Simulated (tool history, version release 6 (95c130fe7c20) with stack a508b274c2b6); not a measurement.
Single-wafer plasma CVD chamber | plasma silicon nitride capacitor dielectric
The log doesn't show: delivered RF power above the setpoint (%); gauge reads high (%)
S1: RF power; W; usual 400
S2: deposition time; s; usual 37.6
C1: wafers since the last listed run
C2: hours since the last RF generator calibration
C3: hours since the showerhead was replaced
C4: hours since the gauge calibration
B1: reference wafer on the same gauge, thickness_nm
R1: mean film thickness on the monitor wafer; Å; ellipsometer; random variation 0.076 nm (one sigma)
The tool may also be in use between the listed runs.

run 1 hour=0.0 | S1=375 S2=37.6 | C1=0 C2=906.0 C3=6288.8 C4=9.2 | B1=41.005 | R1=498.71
run 2 hour=13.3 | S1=375 S2=37.6 | C1=216 C2=919.3 C3=6302.1 C4=22.5 | B1=41.033 | R1=497.51
run 3 hour=40.4 | S1=400 S2=37.6 | C1=440 C2=946.4 C3=6329.2 C4=49.6 | B1=40.979 | R1=504.04
run 4 hour=53.4 | S1=380 S2=41.4 | C1=211 C2=959.4 C3=6342.2 C4=62.6 | B1=40.997 | R1=548.49
run 5 hour=79.8 | S1=380 S2=41.4 | C1=429 C2=985.8 C3=6368.6 C4=89.0 | B1=41.003 | R1=550.25
run 6 hour=86.8 | S1=380 S2=41.4 | C1=113 C2=992.8 C3=6375.6 C4=96.0 | B1=41.012 | R1=549.65
run 7 hour=99.9 | S1=375 S2=33.6 | C1=212 C2=1005.9 C3=6388.7 C4=109.1 | B1=40.992 | R1=443.87
run 8 hour=108.8 | S1=400 S2=37.6 | C1=144 C2=1014.8 C3=6397.6 C4=118.0 | B1=40.984 | R1=503.59
run 9 hour=122.4 | S1=400 S2=37.6 | C1=221 C2=1028.4 C3=6411.2 C4=131.6 | B1=41.005 | R1=504.29
run 10 hour=129.0 | S1=355 S2=37.6 | C1=107 C2=1035.0 C3=6417.8 C4=138.2 | B1=41.025 | R1=494.33
run 11 hour=138.9 | S1=355 S2=37.6 | C1=160 C2=1044.9 C3=6427.7 C4=148.1 | B1=41.025 | R1=493.21
run 12 hour=154.9 | S1=400 S2=37.6 | C1=260 C2=1060.9 C3=6443.7 C4=164.1 | B1=41.011 | R1=504.35
run 13 hour=161.0 | S1=355 S2=31.2 | C1=99 C2=1067.0 C3=6449.8 C4=170.2 | B1=41.026 | R1=408.42
-- hour=165.9 gauge calibrated
run 14 hour=174.8 | S1=380 S2=41.5 | C1=224 C2=1080.8 C3=6463.6 C4=8.9 | B1=40.968 | R1=550.70
run 15 hour=188.0 | S1=355 S2=43.8 | C1=214 C2=1094.0 C3=6476.8 C4=22.1 | B1=40.997 | R1=573.91
-- hour=199.8 RF generator calibrated
-- hour=203.6 showerhead replaced
run 16 hour=204.5 | S1=355 S2=43.8 | C1=76 C2=4.7 C3=0.9 C4=38.6 | B1=40.972 | R1=574.09
run 17 hour=218.4 | S1=400 S2=37.6 | C1=225 C2=18.6 C3=14.8 C4=52.5 | B1=40.982 | R1=503.84
run 18 hour=225.6 | S1=400 S2=34.5 | C1=117 C2=25.8 C3=22.0 C4=59.7 | B1=40.984 | R1=461.52
run 19 hour=232.4 | S1=380 S2=41.4 | C1=110 C2=32.6 C3=28.8 C4=66.5 | B1=41.014 | R1=549.28
run 20 hour=238.5 | S1=425 S2=31.3 | C1=99 C2=38.7 C3=34.9 C4=72.6 | B1=40.990 | R1=423.61
run 21 hour=249.8 | S1=325 S2=37.6 | C1=183 C2=50.0 C3=46.2 C4=83.9 | B1=41.004 | R1=484.16
run 22 hour=266.5 | S1=400 S2=37.6 | C1=271 C2=66.7 C3=62.9 C4=100.6 | B1=40.979 | R1=503.90
run 23 hour=277.9 | S1=335 S2=37.6 | C1=185 C2=78.1 C3=74.3 C4=112.0 | B1=40.997 | R1=486.51
run 24 hour=286.3 | S1=400 S2=31.9 | C1=136 C2=86.5 C3=82.7 C4=120.4 | B1=40.996 | R1=428.71

3 ways to go on from here, each from the tool as it stands after run 24. What would each give?
run A hour=286.7 | S1=400 S2=37.6 | C1=6 C2=86.9 C3=83.1 C4=120.8 | B1=? | R1=?
run B hour=286.7 | S1=445 S2=32.0 | C1=6 C2=86.9 C3=83.1 C4=120.8 | B1=? | R1=?
run C hour=286.7 | S1=455 S2=31.6 | C1=6 C2=86.9 C3=83.1 C4=120.8 | B1=? | R1=?

run=A B1=40.979 R1=504.00
run=B B1=40.979 R1=438.22
run=C B1=40.979 R1=434.72
Without the tool's hidden state the same runs would have given:
run=A R1=504.00
run=B R1=438.22
run=C R1=434.72

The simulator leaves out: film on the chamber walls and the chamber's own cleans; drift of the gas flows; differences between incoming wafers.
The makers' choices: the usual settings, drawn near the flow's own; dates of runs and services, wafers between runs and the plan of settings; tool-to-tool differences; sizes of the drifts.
